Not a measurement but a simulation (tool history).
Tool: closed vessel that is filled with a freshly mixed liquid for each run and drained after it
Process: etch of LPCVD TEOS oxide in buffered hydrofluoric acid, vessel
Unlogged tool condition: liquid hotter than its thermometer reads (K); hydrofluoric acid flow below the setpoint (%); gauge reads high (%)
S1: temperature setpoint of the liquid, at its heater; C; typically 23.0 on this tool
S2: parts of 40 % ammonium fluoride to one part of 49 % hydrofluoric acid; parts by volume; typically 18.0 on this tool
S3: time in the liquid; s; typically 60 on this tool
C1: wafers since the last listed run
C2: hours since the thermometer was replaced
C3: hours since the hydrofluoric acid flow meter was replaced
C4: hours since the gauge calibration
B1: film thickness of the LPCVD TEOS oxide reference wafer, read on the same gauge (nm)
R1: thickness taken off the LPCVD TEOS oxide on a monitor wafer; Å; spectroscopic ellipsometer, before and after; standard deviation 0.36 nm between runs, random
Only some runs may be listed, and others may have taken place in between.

run 1 hour=0.0 | S1=23.0 S2=15.0 S3=60 | C1=0 C2=1304.0 C3=1467.6 C4=109.6 | B1=40.54 | R1=986.9
run 2 hour=88.5 | S1=23.0 S2=18.0 S3=45 | C1=7232 C2=1392.5 C3=1556.1 C4=198.1 | B1=40.63 | R1=615.7
run 3 hour=103.9 | S1=23.0 S2=18.0 S3=45 | C1=1258 C2=1407.9 C3=1571.5 C4=213.5 | B1=40.73 | R1=616.7
run 4 hour=135.6 | S1=23.0 S2=18.0 S3=45 | C1=2590 C2=1439.6 C3=1603.2 C4=245.2 | B1=40.73 | R1=619.0
run 5 hour=161.3 | S1=23.0 S2=18.0 S3=60 | C1=2100 C2=1465.3 C3=1628.9 C4=270.9 | B1=40.75 | R1=827.0
run 6 hour=173.8 | S1=23.0 S2=13.0 S3=60 | C1=1021 C2=1477.8 C3=1641.4 C4=283.4 | B1=40.76 | R1=1138.6
run 7 hour=252.5 | S1=23.0 S2=13.0 S3=60 | C1=6431 C2=1556.5 C3=1720.1 C4=362.1 | B1=40.77 | R1=1137.6
-- hour=274.9 thermometer replaced
run 8 hour=287.2 | S1=23.0 S2=16.0 S3=60 | C1=2754 C2=12.3 C3=1754.8 C4=396.8 | B1=40.74 | R1=927.3
-- hour=289.2 gauge calibrated
run 9 hour=301.0 | S1=23.0 S2=16.0 S3=60 | C1=1127 C2=26.1 C3=1768.6 C4=11.8 | B1=40.08 | R1=911.6
run 10 hour=325.4 | S1=23.0 S2=16.0 S3=60 | C1=1994 C2=50.5 C3=1793.0 C4=36.2 | B1=40.22 | R1=921.9
-- hour=341.7 hydrofluoric acid flow meter replaced
run 11 hour=350.8 | S1=19.5 S2=18.0 S3=60 | C1=1994 C2=75.9 C3=9.1 C4=61.6 | B1=40.24 | R1=673.0
run 12 hour=455.9 | S1=20.5 S2=15.5 S3=95 | C1=8589 C2=181.0 C3=114.2 C4=166.7 | B1=40.52 | R1=1305.9
run 13 hour=478.1 | S1=23.0 S2=18.0 S3=30 | C1=1814 C2=203.2 C3=136.4 C4=188.9 | B1=40.56 | R1=412.5
run 14 hour=502.0 | S1=25.5 S2=12.5 S3=75 | C1=1953 C2=227.1 C3=160.3 C4=212.8 | B1=40.62 | R1=1695.9
run 15 hour=528.6 | S1=26.5 S2=14.0 S3=45 | C1=2173 C2=253.7 C3=186.9 C4=239.4 | B1=40.54 | R1=958.3
run 16 hour=543.3 | S1=23.0 S2=22.0 S3=60 | C1=1201 C2=268.4 C3=201.6 C4=254.1 | B1=40.59 | R1=693.0
run 17 hour=578.9 | S1=23.0 S2=18.0 S3=60 | C1=2909 C2=304.0 C3=237.2 C4=289.7 | B1=40.65 | R1=823.3
run 18 hour=594.2 | S1=21.5 S2=18.0 S3=80 | C1=1250 C2=319.3 C3=252.5 C4=305.0 | B1=40.59 | R1=1015.4
run 19 hour=609.0 | S1=23.0 S2=18.0 S3=60 | C1=1209 C2=334.1 C3=267.3 C4=319.8 | B1=40.70 | R1=832.3
run 20 hour=627.9 | S1=23.0 S2=18.0 S3=60 | C1=1544 C2=353.0 C3=286.2 C4=338.7 | B1=40.62 | R1=819.2

What if the next run were any one of these 3? Each begins from the tool's condition after run 20:
run A hour=628.6 | S1=23.0 S2=20.5 S3=60 | C1=57 C2=353.7 C3=286.9 C4=339.4 | B1=? | R1=?
run B hour=628.6 | S1=21.0 S2=18.0 S3=70 | C1=57 C2=353.7 C3=286.9 C4=339.4 | B1=? | R1=?
run C hour=628.6 | S1=25.0 S2=16.0 S3=60 | C1=57 C2=353.7 C3=286.9 C4=339.4 | B1=? | R1=?

run=A B1=40.64 R1=729.6
run=B B1=40.64 R1=859.9
run=C B1=40.64 R1=1031.6
Stripped of hidden state, with their random variation kept, the same runs would have yielded:
run=A R1=718.2
run=B R1=846.4
run=C R1=1015.3
